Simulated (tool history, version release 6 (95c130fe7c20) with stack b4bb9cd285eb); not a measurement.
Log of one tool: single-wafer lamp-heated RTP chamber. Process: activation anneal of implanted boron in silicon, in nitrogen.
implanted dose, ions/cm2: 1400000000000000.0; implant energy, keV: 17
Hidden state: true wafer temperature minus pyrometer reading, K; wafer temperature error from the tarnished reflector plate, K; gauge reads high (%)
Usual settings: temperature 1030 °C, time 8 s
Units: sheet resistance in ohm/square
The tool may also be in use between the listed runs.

| run | day | temperature | time | wafers since the last listed run | wafers since the last pyrometer calibration | wafers since the reflector plate was cleaned | hours since the gauge calibration | read-back reference wafer on the same gauge, sheet resistance | sheet resistance |
|---|---|---|---|---|---|---|---|---|---|
| 1 | 0.000 | 1030 | 8 | 0 | 30 | 1679 | 144.1 | 119.54 | 99.42 |
| 2 | 3.183 | 1030 | 8 | 1468 | 1499 | 3147 | 220.5 | 118.75 | 99.42 |
|  | 6.183 | reflector plate cleaned |
| 3 | 6.900 | 1030 | 8 | 1560 | 3060 | 331 | 309.7 | 118.13 | 99.59 |
| 4 | 8.983 | 1030 | 8 | 961 | 4021 | 1292 | 359.7 | 117.99 | 98.99 |
| 5 | 11.875 | 1030 | 8 | 1333 | 5355 | 2626 | 429.1 | 117.50 | 98.63 |
| 6 | 15.946 | 1030 | 8 | 1877 | 7233 | 4504 | 526.8 | 117.39 | 99.27 |
|  | 18.496 | reflector plate cleaned |
|  | 18.700 | pyrometer window cleaned and pyrometer calibrated |
| 7 | 19.750 | 1030 | 8 | 1506 | 483 | 483 | 618.1 | 116.87 | 98.87 |
| 8 | 26.700 | 1030 | 8 | 3206 | 3689 | 3689 | 784.9 | 116.36 | 97.26 |
| 9 | 29.138 | 1013 | 8 | 1124 | 4814 | 4814 | 843.4 | 116.31 | 102.06 |
|  | 30.121 | reflector plate cleaned |
| 10 | 33.112 | 1017 | 8 | 1679 | 6494 | 1380 | 938.8 | 116.13 | 100.11 |
| 11 | 37.421 | 1030 | 8 | 1987 | 8481 | 3368 | 1042.2 | 116.24 | 98.12 |
|  | 37.454 | gauge calibrated |
|  | 38.575 | pyrometer window cleaned and pyrometer calibrated |
| 12 | 40.371 | 1030 | 8 | 1207 | 829 | 4575 | 70.0 | 119.62 | 100.48 |
|  | 43.658 | reflector plate cleaned |
| 13 | 44.683 | 1021 | 9 | 1835 | 2664 | 472 | 173.5 | 118.64 | 101.44 |
| 14 | 49.133 | 1008 | 5 | 2052 | 4717 | 2524 | 280.3 | 117.44 | 107.00 |
| 15 | 52.412 | 1055 | 6 | 1512 | 6230 | 4037 | 359.0 | 117.05 | 94.65 |

Some steps in sheet resistance between neighbouring runs. How much of each would the tool show without its hidden state too (settings, what came in, random variation), and how much is left for the hidden state, with any gauge scatter that isn't in both results?
Run 11 -> 12: gauge calibrated, pyrometer window cleaned and pyrometer calibrated. sheet resistance +2.36 ohm/square: hidden state +2.96, all else -0.60.
Run 14 -> 15: temperature 1008 -> 1055, time 5 -> 6. sheet resistance -12.35 ohm/square: hidden state -0.07, all else -12.28.
